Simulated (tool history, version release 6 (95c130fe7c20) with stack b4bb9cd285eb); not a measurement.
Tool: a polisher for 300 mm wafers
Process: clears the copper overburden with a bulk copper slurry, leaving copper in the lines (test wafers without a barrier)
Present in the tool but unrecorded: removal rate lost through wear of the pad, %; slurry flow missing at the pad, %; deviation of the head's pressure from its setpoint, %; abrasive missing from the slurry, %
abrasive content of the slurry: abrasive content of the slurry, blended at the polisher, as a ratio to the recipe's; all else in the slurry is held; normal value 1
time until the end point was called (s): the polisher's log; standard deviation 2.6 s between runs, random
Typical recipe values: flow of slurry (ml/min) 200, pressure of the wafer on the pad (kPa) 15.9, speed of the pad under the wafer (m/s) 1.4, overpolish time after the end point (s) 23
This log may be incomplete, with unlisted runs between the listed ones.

run,hour,flow of slurry (ml/min),pressure of the wafer on the pad (kPa),speed of the pad under the wafer (m/s),abrasive content of the slurry,overpolish time after the end point (s),wafers since the last listed run,wafers polished on this pad,hours since the slurry nozzle was cleaned,hours since the head pressure was calibrated,hours since the slurry blender was calibrated,"incoming thickness of the incoming film, nm",time until the end point was called (s)
1,0,200,15.9,1.4,1,23,0,3710,272.4,1252.2,393.1,1216.2,168.1
# hour 45.7: head pressure recalibrated
2,46.3,200,15.9,1.4,1,23,413,4123,318.7,0.6,439.4,1237.5,165
# hour 61.9: slurry blender recalibrated
# hour 98.8: worn pad replaced by a new one
3,117.2,200,15.9,1.4,1,23,606,171,389.6,71.5,55.3,1242.7,138.8
4,169.9,200,15.9,1.4,1,23,492,664,442.3,124.2,108,1264.3,145.4
5,241,200,15.9,1.4,1,23,664,1328,513.4,195.3,179.1,1239.7,152.1
6,297.4,130,15.9,1.4,0.75,23,526,1855,569.8,251.7,235.5,1233.3,173.4
7,359.6,220,15.9,1.4,1,23,581,2436,632,313.9,297.7,1258.1,160.8
8,419.3,200,15.9,1.4,1,23,557,2994,691.7,373.6,357.4,1246.5,160.6
9,448.2,155,15.9,1.4,1,23,269,3264,720.6,402.5,386.3,1250,171.9
10,476.2,200,15.9,1.4,1,23,261,3525,748.6,430.5,414.3,1266.2,165
# hour 486.1: slurry blender recalibrated
11,506,200,15.9,1.4,1,23,259,3785,778.4,460.3,19.9,1269.4,156.1
# hour 531.7: worn pad replaced by a new one
12,547.6,130,15.9,1.4,0.75,23,351,148,820,501.9,61.5,1246,159.1
13,584.7,200,15.9,1.4,1,23,346,494,857.1,539,98.6,1265.6,149.2
14,630.9,200,19.3,1.4,0.9,23,431,926,903.3,585.2,144.8,1232.8,135.1
# hour 665: slurry nozzle cleaned
15,696.5,135,15.9,1,1.2,18,603,1530,31.5,650.8,210.4,1234.7,224.7
16,764.1,200,15.9,1.4,1,23,631,2161,99.1,718.4,278,1235.6,156.4
17,802.9,200,15.9,1.4,1,32,362,2524,137.9,757.2,316.8,1262.9,166.5
18,849.9,200,11.7,1.4,1.25,23,439,2963,184.9,804.2,363.8,1247.2,193.9
19,885.2,200,13.8,1.1,0.75,23,329,3292,220.2,839.5,399.1,1248,239.8
20,916.7,200,15.9,1.4,1,23,294,3587,251.7,871,430.6,1253.7,175.8
# hour 933.3: slurry blender recalibrated
21,963.8,200,15.9,1.54,1,23,421,4008,298.8,918.1,30.5,1236.6,145.7
22,1007.7,200,15.9,1.4,1,33,410,4418,342.7,962,74.4,1239.3,162.4
# hour 1044.1: head pressure recalibrated
# hour 1054.7: worn pad replaced by a new one
23,1066.4,145,15.9,1.4,0.9,23,492,108,401.4,22.3,133.1,1263.5,158.3
24,1099.7,200,15.9,1.68,1,23,311,420,434.7,55.6,166.4,1264,120.1
25,1164,235,15.9,1.78,1,23,600,1020,499,119.9,230.7,1256.3,120.4
26,1194.4,200,11.7,1.4,1,23,284,1304,529.4,150.3,261.1,1230.6,182.6
27,1222.7,175,15.9,1.28,0.85,23,264,1569,557.7,178.6,289.4,1254.9,183.1

Predict each of these 5 candidate next runs independently; none follows another, all start after run 27:
A,1223.2,200,15.9,1.4,1,23,4,1573,558.2,179.1,289.9,1246.3,?
B,1223.2,200,12.4,1.28,1,23,4,1573,558.2,179.1,289.9,1246.3,?
C,1223.2,200,15.9,1.04,1,23,4,1573,558.2,179.1,289.9,1246.3,?
D,1223.2,200,15.9,1.4,0.8,23,4,1573,558.2,179.1,289.9,1246.3,?
E,1223.2,200,15.9,1.4,0.85,23,4,1573,558.2,179.1,289.9,1246.3,?

run,time until the end point was called (s)
A,149.6
B,189.4
C,198.4
D,155.9
E,154.1
Had the tool no hidden state, the same runs would have come out as:
run,time until the end point was called (s)
A,131.4
B,166.4
C,174.3
D,137.2
E,135.6

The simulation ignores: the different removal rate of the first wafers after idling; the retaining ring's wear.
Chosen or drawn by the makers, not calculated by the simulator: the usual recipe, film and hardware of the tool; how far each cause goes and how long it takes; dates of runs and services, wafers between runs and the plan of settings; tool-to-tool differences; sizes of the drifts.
